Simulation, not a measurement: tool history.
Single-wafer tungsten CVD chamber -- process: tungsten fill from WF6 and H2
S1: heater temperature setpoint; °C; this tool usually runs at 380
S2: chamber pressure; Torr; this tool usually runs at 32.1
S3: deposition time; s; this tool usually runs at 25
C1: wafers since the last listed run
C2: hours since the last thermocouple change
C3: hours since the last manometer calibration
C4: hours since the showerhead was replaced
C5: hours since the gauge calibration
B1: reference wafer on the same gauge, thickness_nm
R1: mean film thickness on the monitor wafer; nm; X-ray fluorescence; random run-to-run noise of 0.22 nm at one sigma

run   hour   S1    S2    S3   C1      C2      C3      C4     C5      B1      R1
  1      0  380  32.1    25    0  1280.7  1815.2    5752   34.9  61.025  47.467
  2      8  380  32.1    25  180  1288.7  1823.2    5760   42.9  60.962  47.045
  3   20.4  369  38.2    25  279  1301.1  1835.6  5772.4   55.3  60.889  38.241
  4   26.4  386  27.8    25  135  1307.1  1841.6  5778.4   61.3  60.961   52.08
  5   36.8  386  27.8    25  234  1317.5    1852  5788.8   71.7   60.91  51.959
  6   47.8  386  27.8    25  248  1328.5    1863  5799.8   82.7  60.948  52.093
  7   65.3  384  32.1    25  395    1346  1880.5  5817.3  100.2  60.919  51.214
  8   74.2  384  32.1    25  200  1354.9  1889.4  5826.2  109.1  60.934  50.755
  9   91.7  384  32.1    25  395  1372.4  1906.9  5843.7  126.6  60.983  51.241
 10  102.3  380    37    25  239    1383  1917.5  5854.3  137.2  60.915  48.196
 11  119.7  392  29.4    22  392  1400.4  1934.9  5871.7  154.6   60.86  51.872
 12  130.8  380  35.2    25  250  1411.5    1946  5882.8  165.7  60.835  47.556
 13    137  374  34.2  20.3  139  1417.7  1952.2    5889  171.9  60.837  33.512
     145.2  -- showerhead replaced
       146  -- gauge calibrated
     153.2  -- thermocouple changed; heater temperature recalibrated
 14  153.7  380  32.1    25   15     0.5  1968.9     8.5    7.7  60.902  52.481
 15  154.1  380  32.1    25    9     0.9  1969.3     8.9    8.1  60.887  52.137
 16    169  380  36.8    25  336    15.8  1984.2    23.8     23  60.908  54.341
       181  -- capacitance manometer re-zeroed and calibrated
 17  181.5  380  27.1  26.7  101    28.3     0.5    36.3   35.5  60.889  54.056
 18  208.5  390  32.1    25  609    55.3    27.5    63.3   62.5  60.987  64.869
 19  219.1  393  34.7  28.5  239    65.9    38.1    73.9   73.1  60.802  80.919
 20  232.5  380  37.4  28.4  302    79.3    51.5    87.3   86.5  60.842   62.39

What if the next run were any one of these 4? Each begins from the tool's condition after run 20:
  A  232.9  380  32.1  28.9   9  79.7  51.9  87.7  86.9   ?   ?
  B  232.9  380  32.1  28.2   9  79.7  51.9  87.7  86.9   ?   ?
  C  232.9  390  28.8    25   9  79.7  51.9  87.7  86.9   ?   ?
  D  232.9  375  32.1    25   9  79.7  51.9  87.7  86.9   ?   ?

run      B1      R1
  A  60.913  60.499
  B  60.913  59.028
  C  60.913  63.099
  D  60.913  46.775
Had the tool no hidden state, the same runs would have come out as:
run      R1
  A  60.361
  B  58.893
  C  62.962
  D  46.664
